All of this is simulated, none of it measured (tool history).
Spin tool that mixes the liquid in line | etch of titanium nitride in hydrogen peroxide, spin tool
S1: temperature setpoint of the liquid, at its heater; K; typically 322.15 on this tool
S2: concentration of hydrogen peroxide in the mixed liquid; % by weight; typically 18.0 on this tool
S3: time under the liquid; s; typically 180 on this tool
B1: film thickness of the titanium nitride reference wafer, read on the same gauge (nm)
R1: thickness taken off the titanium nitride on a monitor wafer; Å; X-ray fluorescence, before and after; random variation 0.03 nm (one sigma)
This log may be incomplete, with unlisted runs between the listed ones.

| run | hour | S1 | S2 | S3 | B1 | R1 |
|---|---|---|---|---|---|---|
| 1 | 0.0 | 322.15 | 21.0 | 130 | 89.984 | 20.73 |
| 2 | 16.6 | 322.15 | 18.0 | 180 | 90.030 | 27.81 |
| 3 | 24.7 | 322.15 | 18.0 | 180 | 89.980 | 27.80 |
| 4 | 35.1 | 322.15 | 18.0 | 180 | 89.936 | 27.49 |
| 5 | 44.7 | 322.15 | 18.0 | 180 | 90.000 | 27.06 |
| 6 | 52.7 | 322.15 | 18.0 | 180 | 89.985 | 27.36 |
| 7 | 60.1 | 322.15 | 18.0 | 180 | 89.977 | 27.66 |
| 8 | 67.1 | 314.65 | 18.0 | 100 | 89.967 | 8.65 |
|  | 72.9 | new drum of peroxide connected |
| 9 | 78.3 | 322.15 | 18.0 | 260 | 90.031 | 39.82 |
|  | 86.4 | gauge calibrated |
| 10 | 94.1 | 326.65 | 18.0 | 250 | 90.003 | 52.08 |
| 11 | 110.7 | 330.65 | 18.0 | 245 | 90.007 | 69.09 |
| 12 | 127.9 | 322.15 | 18.0 | 180 | 89.942 | 26.92 |
|  | 131.5 | peroxide flow meter replaced |
| 13 | 140.9 | 322.15 | 18.0 | 180 | 89.989 | 27.14 |
|  | 151.6 | heated supply line repaired |
| 14 | 152.1 | 322.15 | 18.0 | 180 | 90.002 | 32.43 |
| 15 | 159.6 | 312.65 | 18.0 | 180 | 90.000 | 15.56 |
| 16 | 166.9 | 332.15 | 15.5 | 145 | 90.018 | 51.19 |
| 17 | 181.6 | 312.65 | 23.5 | 255 | 90.035 | 23.57 |
| 18 | 195.4 | 329.15 | 13.0 | 130 | 90.023 | 35.90 |
| 19 | 207.7 | 318.65 | 18.0 | 180 | 89.979 | 24.75 |
| 20 | 213.7 | 317.65 | 22.5 | 180 | 90.062 | 24.14 |
|  | 217.2 | thermometer replaced |
| 21 | 249.3 | 322.15 | 18.0 | 180 | 90.010 | 37.12 |
| 22 | 255.9 | 319.65 | 21.0 | 135 | 89.989 | 23.92 |
| 23 | 264.6 | 332.15 | 22.5 | 285 | 89.973 | 123.47 |
| 24 | 316.6 | 327.65 | 21.5 | 285 | 89.973 | 89.58 |
| 25 | 331.4 | 322.15 | 18.0 | 180 | 90.017 | 36.37 |
| 26 | 339.3 | 331.65 | 18.0 | 180 | 90.040 | 72.55 |

Here are 3 independent what-if runs from the current tool condition. What would each one return?
| A | 339.8 | 322.15 | 18.0 | 250 | ? | ? |
| B | 339.8 | 331.15 | 21.0 | 90 | ? | ? |
| C | 339.8 | 319.65 | 18.0 | 290 | ? | ? |

| run | B1 | R1 |
|---|---|---|
| A | 90.075 | 50.48 |
| B | 90.075 | 35.63 |
| C | 90.075 | 48.71 |
With the hidden condition removed and each run's random variation left untouched, the same runs would have given:
| run | R1 |
|---|---|
| A | 54.18 |
| B | 38.09 |
| C | 52.33 |

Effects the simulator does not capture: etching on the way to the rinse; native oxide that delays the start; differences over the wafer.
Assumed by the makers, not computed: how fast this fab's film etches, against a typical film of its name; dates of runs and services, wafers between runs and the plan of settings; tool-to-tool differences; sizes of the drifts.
